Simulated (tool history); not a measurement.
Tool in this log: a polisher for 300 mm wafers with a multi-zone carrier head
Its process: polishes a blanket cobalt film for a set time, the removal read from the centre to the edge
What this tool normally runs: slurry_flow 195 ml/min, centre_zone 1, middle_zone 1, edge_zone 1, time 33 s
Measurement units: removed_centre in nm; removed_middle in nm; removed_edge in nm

run,hour,slurry_flow,centre_zone,middle_zone,edge_zone,time,wafers since the last listed run,wafers polished on this pad,hours since the slurry nozzle was cleaned,hours since the centre zone pressure was calibrated,hours since the edge zone pressure was calibrated,hours since the carrier head's membrane was replaced,"incoming thickness of the incoming film, nm",removed_centre,removed_middle,removed_edge
1,0,195,1,1,1,33,0,1434,431.6,414.9,600,145.5,1114.3,173,172.8,178.7
2,57.7,195,1,1,1,33,945,2380,489.3,472.6,657.7,203.2,1139.2,166.7,168,177.4
# hour 71.9: edge zone pressure recalibrated
3,128.7,195,1,1,1,33,1131,3511,560.3,543.6,56.8,274.2,1122,165,168.6,174.7
# hour 152.6: centre zone pressure recalibrated
# hour 178.1: slurry nozzle cleaned
4,234.5,195,1.1,1,1,29,1685,5196,56.4,81.9,162.6,380,1137.9,170.5,155.4,158.6
5,305.4,130,0.95,1,0.89,38,1162,6359,127.3,152.8,233.5,450.9,1131.8,170.6,180.6,181.5
6,401.9,195,1,1,1,33,1581,7940,223.8,249.3,330,547.4,1118,161.6,162,168.8
7,454.1,195,1,1,1,39,855,8796,276,301.5,382.2,599.6,1118.4,185.8,185.4,191.8
# hour 520.2: carrier head's membrane replaced by a new one
# hour 534.1: worn pad replaced by a new one
8,535.2,235,1,1,1.08,33,1181,18,357.1,382.6,463.3,15,1137.3,178.3,177.2,188.8
9,588.9,195,1,1,1,33,880,898,410.8,436.3,517,68.7,1138.8,172,168.9,177.4
10,640,195,1,1,1,33,837,1736,461.9,487.4,568.1,119.8,1132.9,172.2,169,176.6
11,730.9,225,1.04,1.08,1,22,1490,3226,552.8,578.3,659,210.7,1123.8,117.8,119.6,120.2
# hour 757.4: slurry nozzle cleaned
# hour 762.1: edge zone pressure recalibrated
12,796,195,1,1,1,33,1017,4244,38.6,643.4,33.9,275.8,1125.4,179.9,174.2,181
# hour 813.1: centre zone pressure recalibrated
13,879.1,150,1.12,1,0.94,38,1329,5573,121.7,66,117,358.9,1120.7,201.8,178.2,188.9
14,938.5,195,1.05,0.91,0.89,33,973,6547,181.1,125.4,176.4,418.3,1142.2,172.7,149.5,164.7
15,1035.6,165,1,0.97,0.92,33,1591,8138,278.2,222.5,273.5,515.4,1126.2,147.3,144.6,152.4
16,1098.2,195,1,1,1,33,1026,9164,340.8,285.1,336.1,578,1123.7,148.9,151.1,156.8

Run 17 is up next; what results do you expect?
# hour 1104.3: carrier head's membrane replaced by a new one
# hour 1131.2: worn pad replaced by a new one
17,1168.8,170,1,1.07,1,24,1009,616,411.4,355.7,406.7,64.5,1137.1,?,?,?

{"run 17": {"removed_centre": 115.3, "removed_middle": 121.5, "removed_edge": 124.8}}
Without the tool's hidden state the same run would have given removed_centre 133 nm, removed_middle 137.7 nm, removed_edge 136.2 nm.
